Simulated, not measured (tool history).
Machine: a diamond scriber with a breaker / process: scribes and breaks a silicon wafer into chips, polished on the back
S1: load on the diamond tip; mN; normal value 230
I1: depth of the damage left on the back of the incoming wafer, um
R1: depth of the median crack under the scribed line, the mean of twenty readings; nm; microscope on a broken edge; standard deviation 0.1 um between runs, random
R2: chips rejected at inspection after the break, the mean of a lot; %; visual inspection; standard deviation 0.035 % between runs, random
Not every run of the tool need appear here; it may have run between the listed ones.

{"run": 1, "hour": 0.0, "S1": 230, "I1": 0.05, "R1": 10230, "R2": 3.26}
{"run": 2, "hour": 68.4, "S1": 230, "I1": 0.04, "R1": 10220, "R2": 3.38}
{"run": 3, "hour": 107.9, "S1": 265, "I1": 0.04, "R1": 12190, "R2": 15.53}
{"run": 4, "hour": 154.4, "S1": 265, "I1": 0.05, "R1": 12240, "R2": 18.41}
{"run": 5, "hour": 224.8, "S1": 265, "I1": 0.01, "R1": 12110, "R2": 17.88}
{"run": 6, "hour": 286.0, "S1": 230, "I1": 0.03, "R1": 10140, "R2": 2.98}
{"run": 7, "hour": 336.6, "S1": 230, "I1": 0.03, "R1": 10340, "R2": 2.48}
{"run": 8, "hour": 396.0, "S1": 230, "I1": 0.03, "R1": 10460, "R2": 2.6}
{"run": 9, "hour": 431.3, "S1": 230, "I1": 0.04, "R1": 10230, "R2": 2.72}
{"run": 10, "hour": 493.5, "S1": 230, "I1": 0.05, "R1": 10150, "R2": 1.88}
{"run": 11, "hour": 559.2, "S1": 197, "I1": 0.02, "R1": 9000, "R2": 0.73}
{"run": 12, "hour": 608.6, "S1": 197, "I1": 0.03, "R1": 8920, "R2": 0.65}
{"run": 13, "hour": 653.3, "S1": 197, "I1": 0.05, "R1": 9000, "R2": 0.6}
{"run": 14, "hour": 713.8, "S1": 230, "I1": 0.02, "R1": 11150, "R2": 7.9}
{"run": 15, "hour": 759.8, "S1": 230, "I1": 0.03, "R1": 9300, "R2": 0.49}
{"run": 16, "hour": 830.2, "S1": 230, "I1": 0.04, "R1": 9360, "R2": 0.57}
{"run": 17, "hour": 858.6, "S1": 265, "I1": 0.02, "R1": 10860, "R2": 7.41}
{"run": 18, "hour": 894.9, "S1": 248, "I1": 0.01, "R1": 10050, "R2": 2.72}
{"run": 19, "hour": 989.0, "S1": 230, "I1": 0.05, "R1": 9420, "R2": 0.51}
{"run": 20, "hour": 1048.8, "S1": 293, "I1": 0.02, "R1": 11940, "R2": 15.73}
{"run": 21, "hour": 1091.3, "S1": 298, "I1": 0.03, "R1": 12120, "R2": 16.91}
{"run": 22, "hour": 1129.0, "S1": 171, "I1": 0.03, "R1": 6260, "R2": 36.17}
{"run": 23, "hour": 1187.8, "S1": 230, "I1": 0.01, "R1": 10000, "R2": 2.44}
{"run": 24, "hour": 1215.2, "S1": 204, "I1": 0.01, "R1": 8710, "R2": 1.49}
{"run": 25, "hour": 1301.3, "S1": 256, "I1": 0.01, "R1": 11600, "R2": 11.61}
{"run": 26, "hour": 1359.5, "S1": 184, "I1": 0.03, "R1": 7700, "R2": 7.66}
{"run": 27, "hour": 1409.5, "S1": 259, "I1": 0.03, "R1": 11540, "R2": 14.28}
{"run": 28, "hour": 1464.9, "S1": 268, "I1": 0.05, "R1": 12140, "R2": 16.58}
{"run": 29, "hour": 1518.5, "S1": 162, "I1": 0.01, "R1": 6410, "R2": 33.51}
{"run": 30, "hour": 1549.4, "S1": 252, "I1": 0.01, "R1": 11610, "R2": 11.08}
{"run": 31, "hour": 1619.6, "S1": 189, "I1": 0.03, "R1": 8070, "R2": 6.38}
{"run": 32, "hour": 1661.7, "S1": 193, "I1": 0.04, "R1": 8170, "R2": 4.95}

Withheld: 3 entries from between the runs. Position of each, and hidden state at the listed run before versus the listed run after:
Logged between run 10 and run 11: diamond tip replaced by a new one (hour 510.2)
  share of the diamond tip's cutting effectiveness lost through wear, %: 12.7 -> 1.48; deviation of the load on the tip from its setpoint, %: 16.3 -> 17.1
  measured less the result without the state, R1: +710 -> +1330 nm; R2: +1.39 -> -9.30 %
Logged between run 14 and run 15: load on the tip recalibrated (hour 718.3)
  share of the diamond tip's cutting effectiveness lost through wear, %: 2.75 -> 3.43; deviation of the load on the tip from its setpoint, %: 19 -> 2.79
  measured less the result without the state, R1: +1720 -> +70 nm; R2: +7.39 -> +0.02 %
Logged between run 22 and run 23: diamond tip replaced by a new one (hour 1185.4)
  share of the diamond tip's cutting effectiveness lost through wear, %: 13.9 -> 0.701; deviation of the load on the tip from its setpoint, %: 7.33 -> 8.05
  measured less the result without the state, R1: -140 -> +780 nm; R2: +2.94 -> +1.90 %
